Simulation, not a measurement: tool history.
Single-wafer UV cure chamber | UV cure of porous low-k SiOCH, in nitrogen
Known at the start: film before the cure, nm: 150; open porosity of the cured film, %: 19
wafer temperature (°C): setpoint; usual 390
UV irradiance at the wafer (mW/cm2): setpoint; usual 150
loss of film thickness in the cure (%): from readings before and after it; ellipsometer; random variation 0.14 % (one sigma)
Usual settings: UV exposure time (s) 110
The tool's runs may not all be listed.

run   hour  wafer temperature (°C)  UV exposure time (s)  UV irradiance at the wafer (mW/cm2)  wafers since the last listed run  hours since the UV bulbs were replaced  wafers since the quartz window was cleaned  loss of film thickness in the cure (%)
  1    0.0                     403                   110                                  150                                 0                                  1019.6                                        3661                                   8.923
  2   13.1                     403                   110                                  150                                64                                  1032.7                                        3726                                   8.739
  3   19.9                     403                   110                                  150                                33                                  1039.5                                        3759                                   9.003
  4   26.0                     390                   110                                  150                                30                                  1045.6                                        3789                                   8.717
  5   39.9                     390                    85                                  150                                68                                  1059.5                                        3857                                   7.474
  6   54.2                     390                   125                                  170                                70                                  1073.8                                        3928                                   9.588
  7   66.3                     390                   110                                  150                                59                                  1085.9                                        3987                                   8.642
  8   80.3                     390                   110                                  150                                68                                  1099.9                                        4056                                   8.276
  9   93.4                     390                   110                                  150                                64                                  1113.0                                        4121                                   8.410
 10  105.2                     377                   110                                  150                                58                                  1124.8                                        4179                                   8.047
 11  118.7                     377                   110                                  150                                66                                  1138.3                                        4245                                   8.062
 12  128.6                     377                   110                                  150                                48                                  1148.2                                        4294                                   8.152
     180.3  -- quartz window cleaned
 13  180.7                     390                   140                                  150                               217                                  1200.3                                           1                                   8.843
     192.7  -- UV bulbs replaced
 14  194.5                     390                   110                                  165                                28                                     1.8                                          30                                  10.747
 15  212.0                     390                   110                                  165                                86                                    19.3                                         116                                  10.774
 16  226.1                     390                   110                                  176                                69                                    33.4                                         185                                  11.143
 17  238.7                     382                    60                                  164                                62                                    46.0                                         247                                   8.065
 18  252.8                     400                    60                                  173                                69                                    60.1                                         317                                   8.503
 19  267.6                     390                   110                                  113                                72                                    74.9                                         390                                   8.916
 20  274.0                     395                   110                                  139                                31                                    81.3                                         421                                  10.073
 21  283.9                     375                    60                                  120                                48                                    91.2                                         470                                   6.472
 22  296.1                     390                   110                                  150                                60                                   103.4                                         530                                  10.206
 23  309.0                     410                   125                                  163                                63                                   116.3                                         593                                  11.411
 24  315.2                     390                   110                                  150                                30                                   122.5                                         624                                  10.215
 25  327.2                     400                   145                                  130                                59                                   134.5                                         683                                  11.037
 26  343.4                     380                   140                                  176                                79                                   150.7                                         763                                  11.429
 27  353.8                     407                   110                                  162                                51                                   161.1                                         814                                  10.766
 28  369.1                     390                   110                                  150                                75                                   176.4                                         889                                  10.109
 29  375.6                     390                   110                                  150                                31                                   182.9                                         921                                  10.342
 30  385.6                     384                   160                                  166                                49                                   192.9                                         970                                  12.298
 31  403.3                     395                   110                                  139                                87                                   210.6                                        1057                                  10.020
 32  413.8                     390                   110                                  150                                51                                   221.1                                        1109                                  10.277

Measured less the same run without the tool's hidden state. The same run-to-run variation is in both; the gauge's scatter may not be:
The hidden state here: lamp output below its setpoint, %; transmission lost against a clean window, %.
run  loss of film thickness in the cure (%)
  1                                  -1.519
  2                                  -1.538
  3                                  -1.611
  4                                  -1.612
  5                                  -1.577
  6                                  -1.752
  7                                  -1.769
  8                                  -1.755
  9                                  -1.844
 10                                  -1.854
 11                                  -1.921
 12                                  -1.993
 13                                  -2.225
 14                                  -0.045
 15                                  -0.045
 16                                  -0.047
 17                                  -0.044
 18                                  -0.046
 19                                  -0.048
 20                                  -0.051
 21                                  -0.047
 22                                  -0.056
 23                                  -0.062
 24                                  -0.061
 25                                  -0.067
 26                                  -0.072
 27                                  -0.075
 28                                  -0.080
 29                                  -0.085
 30                                  -0.093
 31                                  -0.097
 32                                  -0.103

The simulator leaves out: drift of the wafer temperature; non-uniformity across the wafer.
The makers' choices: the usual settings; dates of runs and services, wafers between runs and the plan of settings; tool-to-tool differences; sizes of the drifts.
